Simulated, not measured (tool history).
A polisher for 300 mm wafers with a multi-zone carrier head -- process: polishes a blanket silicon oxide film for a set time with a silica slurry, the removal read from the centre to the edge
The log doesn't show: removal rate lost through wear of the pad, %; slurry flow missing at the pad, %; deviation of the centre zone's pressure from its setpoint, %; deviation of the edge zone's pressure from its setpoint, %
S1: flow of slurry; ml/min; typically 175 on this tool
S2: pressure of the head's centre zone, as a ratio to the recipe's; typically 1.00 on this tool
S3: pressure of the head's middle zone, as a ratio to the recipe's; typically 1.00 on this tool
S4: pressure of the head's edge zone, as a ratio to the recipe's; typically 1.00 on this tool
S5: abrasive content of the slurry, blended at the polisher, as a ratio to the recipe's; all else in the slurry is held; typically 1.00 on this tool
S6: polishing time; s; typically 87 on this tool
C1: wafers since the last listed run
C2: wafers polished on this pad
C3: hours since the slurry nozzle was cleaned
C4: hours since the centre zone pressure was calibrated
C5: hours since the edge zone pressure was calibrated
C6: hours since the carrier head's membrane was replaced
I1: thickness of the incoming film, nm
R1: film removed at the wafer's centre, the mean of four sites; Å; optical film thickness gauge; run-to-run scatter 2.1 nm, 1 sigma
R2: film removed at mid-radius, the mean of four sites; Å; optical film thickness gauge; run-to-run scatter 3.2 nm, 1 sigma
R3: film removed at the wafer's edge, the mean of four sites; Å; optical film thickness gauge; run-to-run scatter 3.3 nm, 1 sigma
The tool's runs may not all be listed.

run	hour	S1	S2	S3	S4	S5	S6	C1	C2	C3	C4	C5	C6	I1	R1	R2	R3
1	0.0	225	1.00	1.00	1.00	1.00	87	0	1353	115.0	632.4	186.2	1023.9	813.0	2475	2601	2542
# hour 73.1: centre zone pressure recalibrated
2	100.8	225	1.00	1.00	1.00	1.00	87	1012	2366	215.8	27.7	287.0	1124.7	816.9	2474	2574	2561
3	168.8	175	1.04	0.95	1.00	1.00	87	696	3062	283.8	95.7	355.0	1192.7	810.5	2457	2349	2424
4	219.0	175	1.00	1.00	1.07	1.00	87	514	3577	334.0	145.9	405.2	1242.9	815.6	2337	2455	2424
5	300.2	175	0.90	1.00	1.00	0.80	87	832	4409	415.2	227.1	486.4	1324.1	807.7	1664	1894	1940
# hour 330.1: worn pad replaced by a new one
6	330.6	220	1.00	1.00	1.00	1.00	87	270	5	445.6	257.5	516.8	1354.5	805.1	2382	2522	2457
7	366.7	175	1.00	1.00	1.00	1.00	111	369	375	481.7	293.6	552.9	1390.6	802.9	2878	3002	3026
# hour 403.4: slurry nozzle cleaned
# hour 413.1: carrier head's membrane replaced by a new one
# hour 418.0: edge zone pressure recalibrated
8	426.0	175	0.90	1.00	0.93	0.75	77	525	901	22.6	352.9	8.0	12.9	811.4	1391	1623	1585
9	490.4	175	1.00	1.00	1.00	1.00	87	660	1561	87.0	417.3	72.4	77.3	792.7	2327	2503	2489
10	535.5	175	1.00	1.00	1.00	1.00	87	462	2023	132.1	462.4	117.5	122.4	798.9	2300	2480	2482
11	630.3	175	1.00	1.00	1.00	1.00	87	971	2994	226.9	557.2	212.3	217.2	810.2	2321	2463	2454
12	666.4	175	0.92	1.00	1.00	1.00	73	369	3364	263.0	593.3	248.4	253.3	804.2	1771	2015	2015
# hour 697.6: centre zone pressure recalibrated
13	730.2	200	1.00	1.00	0.96	1.00	87	633	3998	326.8	32.6	312.2	317.1	809.4	2439	2468	2458
# hour 745.0: worn pad replaced by a new one
14	793.7	135	1.00	1.07	1.00	1.00	87	609	498	390.3	96.1	375.7	380.6	813.4	2156	2355	2333
15	864.1	175	1.00	1.07	1.06	1.25	105	721	1220	460.7	166.5	446.1	451.0	814.1	3153	3465	3443
# hour 920.8: edge zone pressure recalibrated
16	943.9	175	1.00	1.00	1.00	1.00	87	797	2017	540.5	246.3	23.1	530.8	813.5	2205	2378	2296
17	1014.9	220	1.00	1.00	1.00	1.00	68	727	2745	611.5	317.3	94.1	601.8	811.0	1787	1840	1888
# hour 1059.9: slurry nozzle cleaned
18	1063.6	175	0.91	1.00	0.92	1.25	75	488	3234	3.7	366.0	142.8	650.5	799.0	2075	2509	2386
19	1131.8	175	1.00	1.00	1.00	1.00	87	698	3932	71.9	434.2	211.0	718.7	798.5	2334	2437	2398
20	1156.1	215	1.00	1.00	1.00	1.00	87	249	4181	96.2	458.5	235.3	743.0	811.7	2402	2533	2510
# hour 1193.4: worn pad replaced by a new one
21	1193.9	120	1.00	1.00	1.00	1.00	87	346	5	134.0	496.3	273.1	780.8	816.0	2127	2217	2330
22	1229.9	120	1.00	1.00	1.00	1.10	87	368	373	170.0	532.3	309.1	816.8	803.3	2215	2386	2480

Each row is a separate what-if for the run after 22, all from the same tool condition, not one after another. Results?
A	1230.4	175	1.00	1.00	1.00	1.00	87	5	379	170.5	532.8	309.6	817.3	827.0	?	?	?
B	1230.4	175	1.00	1.05	1.00	1.25	87	5	379	170.5	532.8	309.6	817.3	827.0	?	?	?
C	1230.4	160	1.07	0.93	1.08	1.00	87	5	379	170.5	532.8	309.6	817.3	827.0	?	?	?

run	R1	R2	R3
A	2339	2434	2442
B	2707	2933	2823
C	2453	2249	2483
Stripped of hidden state, with their random variation kept, the same runs would have yielded:
run	R1	R2	R3
A	2471	2458	2460
B	2859	2962	2844
C	2594	2274	2503

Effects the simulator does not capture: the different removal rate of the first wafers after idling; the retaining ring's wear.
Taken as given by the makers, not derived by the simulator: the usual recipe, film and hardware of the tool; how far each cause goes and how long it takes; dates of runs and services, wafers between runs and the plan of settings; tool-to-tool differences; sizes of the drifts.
